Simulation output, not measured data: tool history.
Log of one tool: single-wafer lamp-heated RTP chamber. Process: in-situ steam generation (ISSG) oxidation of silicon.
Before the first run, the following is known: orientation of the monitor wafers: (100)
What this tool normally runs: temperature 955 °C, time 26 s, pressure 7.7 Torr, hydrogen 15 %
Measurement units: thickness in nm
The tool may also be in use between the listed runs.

run,hour,temperature,time,pressure,hydrogen,wafers since the last listed run,wafers since the last pyrometer calibration,hours since the pressure gauge was zeroed,hours since the hydrogen flow controller was replaced,hours since the gauge calibration,"read-back reference wafer on the same gauge, thickness",thickness
1,0,955,26,7.7,15,0,1409,3566.8,4081.8,351.4,5.379,4.65
2,70.1,955,26,7.7,15,1193,2602,3636.9,4151.9,421.5,5.38,4.645
3,100.9,955,26,7.7,15,524,3127,3667.7,4182.7,452.3,5.378,4.655
4,137.6,955,26,7.7,15,624,3752,3704.4,4219.4,489,5.382,4.647
5,206.7,955,26,7.7,15,1176,4929,3773.5,4288.5,558.1,5.378,4.66
# hour 246.8: pyrometer window cleaned and pyrometer calibrated
6,255.5,955,26,7.7,15,694,148,3822.3,4337.3,606.9,5.378,4.627
7,292.7,955,26,7.7,15,633,781,3859.5,4374.5,644.1,5.379,4.632
8,324.3,959,26,6.9,15,538,1319,3891.1,4406.1,675.7,5.376,4.663
9,373,959,26,6.9,15,829,2149,3939.8,4454.8,724.4,5.381,4.679
10,444.9,955,26,7.7,11,1224,3373,4011.7,4526.7,796.3,5.382,4.352
11,503.5,955,26,7.7,15,997,4371,4070.3,4585.3,854.9,5.382,4.653
# hour 512.2: pyrometer window cleaned and pyrometer calibrated
12,601.9,955,26,7.7,15,1539,1528,4168.7,4683.7,953.3,5.378,4.639
# hour 699.7: pressure gauge zeroed
13,719,955,26,8.7,11,1857,3386,19.3,4800.8,1070.4,5.379,4.368
14,753.6,955,26,8.3,15,589,3975,53.9,4835.4,1105,5.381,4.674
# hour 765.9: gauge calibrated
15,794.7,955,26,7.7,12,699,4675,95,4876.5,28.8,5.379,4.455
# hour 810.4: pyrometer window cleaned and pyrometer calibrated
16,849.2,971,23,7.3,15,791,661,149.5,4931,83.3,5.38,4.609
17,918.6,955,26,7.7,15,1181,1843,218.9,5000.4,152.7,5.38,4.635
18,948.1,955,20,8.9,15,502,2345,248.4,5029.9,182.2,5.381,4.117
19,978.9,937,21,9.1,15,524,2870,279.2,5060.7,213,5.382,3.989
20,1017.5,962,22,7.7,15,657,3527,317.8,5099.3,251.6,5.381,4.42
# hour 1088.4: pyrometer window cleaned and pyrometer calibrated
21,1088.9,972,26,7.3,24,1079,9,389.2,5170.7,323,5.377,5.441
22,1108.6,968,26,7.7,15,335,344,408.9,5190.4,342.7,5.379,4.819
# hour 1145.7: hydrogen flow controller replaced
23,1165.9,955,26,7.7,15,839,1184,466.2,20.2,400,5.379,4.623
24,1213.9,955,26,7.7,15,817,2001,514.2,68.2,448,5.38,4.649
25,1285,955,36,7.7,15,1210,3212,585.3,139.3,519.1,5.379,5.41
26,1326.7,955,26,7.3,11,710,3922,627,181,560.8,5.383,4.343
27,1364.7,965,26,6.9,24,647,4569,665,219,598.8,5.38,5.33
# hour 1413.6: pyrometer window cleaned and pyrometer calibrated
28,1433.5,937,21,9.1,15,1035,339,733.8,287.8,667.6,5.38,3.975
29,1491.3,955,36,7.7,15,984,1323,791.6,345.6,725.4,5.38,5.384

Each row is a separate what-if for the run after 29, all from the same tool condition, not one after another. Results?
A,1491.7,955,18,7.7,15,6,1330,792,346,725.8,?,?
B,1491.7,955,30,6.9,15,6,1330,792,346,725.8,?,?
C,1491.7,940,34,6.9,12,6,1330,792,346,725.8,?,?

run,"read-back reference wafer on the same gauge, thickness",thickness
A,5.382,3.946
B,5.382,4.905
C,5.382,4.726
Stripped of hidden state, with their random variation kept, the same runs would have yielded:
run,thickness
A,3.936
B,4.891
C,4.712
